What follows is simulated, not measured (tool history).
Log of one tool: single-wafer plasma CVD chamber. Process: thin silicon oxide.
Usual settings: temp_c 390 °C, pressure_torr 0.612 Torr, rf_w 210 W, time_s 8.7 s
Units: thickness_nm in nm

run	hour	temp_c	pressure_torr	rf_w	time_s	read-back reference wafer on the same gauge, thickness_nm	thickness_nm
1	0	390	0.612	210	8.7	10.998	10.032
2	17.4	390	0.612	210	8.7	11.002	10.121
3	31.6	390	0.612	210	8.7	11.007	10.083
4	41.3	390	0.612	210	8.7	11.002	10.081
5	51.2	401	0.612	210	8.7	10.999	10.007
6	66.9	401	0.612	210	8.7	11.001	10.003
7	78.2	401	0.612	210	8.7	11.002	9.998
8	91.1	390	0.612	210	8.7	10.995	10.078
9	105.6	390	0.612	210	8.7	10.999	10.097
10	117.1	390	0.612	210	8.7	11	10.065
# hour 139.9: showerhead replaced
11	142.7	390	0.612	210	8.7	10.995	10.055
# hour 155.4: RF generator calibrated
12	189.8	390	0.612	210	8.7	10.998	10.443
13	199.4	390	0.612	210	8.7	10.999	10.484
# hour 205.8: gauge calibrated
14	225.8	390	0.612	210	8.7	11.001	10.446
15	243.7	390	0.612	210	9.73	10.998	11.69
16	261.5	390	0.612	210	8.7	11	10.455
17	276.9	376	0.612	185	7.31	11.003	8.278
# hour 300.5: thermocouple changed; heater temperature recalibrated
# hour 320.2: capacitance manometer re-zeroed and calibrated
18	320.7	390	0.612	210	8.7	11.005	10.443
19	328.2	390	0.612	210	8.7	11.001	10.466
20	339.7	390	0.501	230	10.38	10.993	10.799
21	347.7	396	0.548	210	8.26	11.006	8.903
22	359.7	385	0.612	210	9.98	10.997	12.017
23	371	390	0.612	210	7.24	10.994	8.663
24	384.2	390	0.612	220	8.7	11	10.64
25	395.5	378	0.672	210	8.7	11	11.511
26	403.7	390	0.612	210	8.7	10.998	10.444
27	411.9	384	0.573	210	9.72	11	10.995
28	420.4	390	0.612	210	8.7	11.004	10.426
29	437.7	390	0.612	210	8.7	10.996	10.443
30	448.4	395	0.475	210	8.7	10.999	8.164

3 ways to go on from here, each from the tool as it stands after run 30. What would each give?
A	448.8	390	0.612	210	10.38	?	?
B	448.8	399	0.661	210	8.7	?	?
C	448.8	386	0.612	195	8.25	?	?

run	read-back reference wafer on the same gauge, thickness_nm	thickness_nm
A	11.001	12.399
B	11.001	11.11
C	11.001	9.499
Without the tool's hidden state the same runs would have given:
run	thickness_nm
A	12.492
B	11.193
C	9.571
